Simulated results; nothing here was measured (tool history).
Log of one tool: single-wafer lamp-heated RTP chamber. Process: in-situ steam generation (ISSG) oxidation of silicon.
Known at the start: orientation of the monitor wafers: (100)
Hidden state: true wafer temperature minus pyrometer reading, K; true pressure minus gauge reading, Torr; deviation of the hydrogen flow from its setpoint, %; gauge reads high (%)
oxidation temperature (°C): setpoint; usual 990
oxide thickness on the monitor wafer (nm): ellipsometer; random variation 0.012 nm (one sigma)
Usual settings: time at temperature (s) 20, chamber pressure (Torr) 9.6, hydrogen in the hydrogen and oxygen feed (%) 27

run	hour	oxidation temperature (°C)	time at temperature (s)	chamber pressure (Torr)	hydrogen in the hydrogen and oxygen feed (%)	wafers since the last listed run	wafers since the last pyrometer calibration	hours since the pressure gauge was zeroed	hours since the hydrogen flow controller was replaced	hours since the gauge calibration	read-back reference wafer on the same gauge, thickness	oxide thickness on the monitor wafer (nm)
1	0.0	990	20	9.6	32	0	6887	1312.2	4459.4	100.7	6.217	6.042
2	7.3	990	20	9.6	32	77	6964	1319.5	4466.7	108.0	6.219	6.061
3	15.9	990	20	9.2	27	91	7056	1328.1	4475.3	116.6	6.218	5.880
4	26.3	990	20	9.2	27	110	7166	1338.5	4485.7	127.0	6.217	5.904
5	42.4	990	14	9.6	27	171	7337	1354.6	4501.8	143.1	6.223	4.995
6	65.8	990	20	9.6	27	248	7586	1378.0	4525.2	166.5	6.220	5.860
# hour 72.6: gauge calibrated
7	83.2	990	20	9.6	27	184	7771	1395.4	4542.6	10.6	6.222	5.855
8	98.1	990	20	9.6	27	158	7930	1410.3	4557.5	25.5	6.218	5.890
9	106.0	990	26	9.6	27	83	8014	1418.2	4565.4	33.4	6.220	6.626
10	121.4	990	20	9.6	27	163	8177	1433.6	4580.8	48.8	6.220	5.904
11	139.3	990	20	9.6	27	190	8368	1451.5	4598.7	66.7	6.222	5.918
12	169.3	990	20	9.6	27	318	8686	1481.5	4628.7	96.7	6.221	5.934
13	185.7	990	20	9.6	27	174	8861	1497.9	4645.1	113.1	6.219	5.927
14	195.2	990	20	9.6	27	100	8962	1507.4	4654.6	122.6	6.220	5.933
15	203.5	990	20	9.6	27	88	9050	1515.7	4662.9	130.9	6.219	5.931
16	216.2	990	20	9.6	27	135	9185	1528.4	4675.6	143.6	6.223	5.935
# hour 230.8: pressure gauge zeroed
17	231.3	1003	16	8.3	17	75	9261	0.5	4690.7	158.7	6.219	5.177
# hour 235.7: gauge calibrated
18	240.8	998	20	8.5	32	100	9362	10.0	4700.2	5.1	6.222	6.551
# hour 248.9: pyrometer window cleaned and pyrometer calibrated
19	254.8	982	25	8.4	27	63	62	24.0	4714.2	19.1	6.222	6.258
20	263.8	980	20	9.0	21	95	158	33.0	4723.2	28.1	6.220	5.279

Run 21 comes next. What will it give?
# hour 272.0: hydrogen flow controller replaced
21	280.9	990	20	9.6	27	96	255	50.1	8.9	45.2	?	?

Run 21 gave read-back reference wafer on the same gauge, thickness 6.217, oxide thickness on the monitor wafer (nm) 5.713.
Without the tool's hidden state the same run would have given oxide thickness on the monitor wafer (nm) 5.669.
